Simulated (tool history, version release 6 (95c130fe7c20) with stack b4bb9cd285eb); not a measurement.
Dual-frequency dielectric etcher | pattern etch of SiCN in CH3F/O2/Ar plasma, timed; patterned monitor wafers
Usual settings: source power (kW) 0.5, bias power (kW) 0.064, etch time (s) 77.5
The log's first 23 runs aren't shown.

run	hour	source power (kW)	bias power (kW)	etch time (s)	read-back reference wafer on the same gauge, depth_nm	mean etch depth across the wafer (nm)
24	359.7	0.58	0.07	94.5	36.6	42.56
# hour 385.9: wet clean of the chamber
25	386.4	0.5	0.053	77.5	36.6	30.47
26	386.7	0.62	0.051	57	36.6	23.74
27	391.6	0.53	0.053	98	36.59	39.31
28	407.2	0.57	0.06	77.5	36.6	32.75
29	421.6	0.54	0.07	89	36.6	38.68
30	429	0.58	0.072	87	36.58	38.89
31	442.5	0.5	0.064	86	36.6	35.67

Forecast each of these 3 alternatives for the next run:
A	442.9	0.55	0.064	77.5	?	?
B	442.9	0.5	0.08	77.5	?	?
C	442.9	0.41	0.064	77.5	?	?

run	read-back reference wafer on the same gauge, depth_nm	mean etch depth across the wafer (nm)
A	36.62	32.98
B	36.62	34.07
C	36.62	30.07
Without the tool's hidden state the same runs would have given:
run	mean etch depth across the wafer (nm)
A	32.82
B	33.91
C	29.93

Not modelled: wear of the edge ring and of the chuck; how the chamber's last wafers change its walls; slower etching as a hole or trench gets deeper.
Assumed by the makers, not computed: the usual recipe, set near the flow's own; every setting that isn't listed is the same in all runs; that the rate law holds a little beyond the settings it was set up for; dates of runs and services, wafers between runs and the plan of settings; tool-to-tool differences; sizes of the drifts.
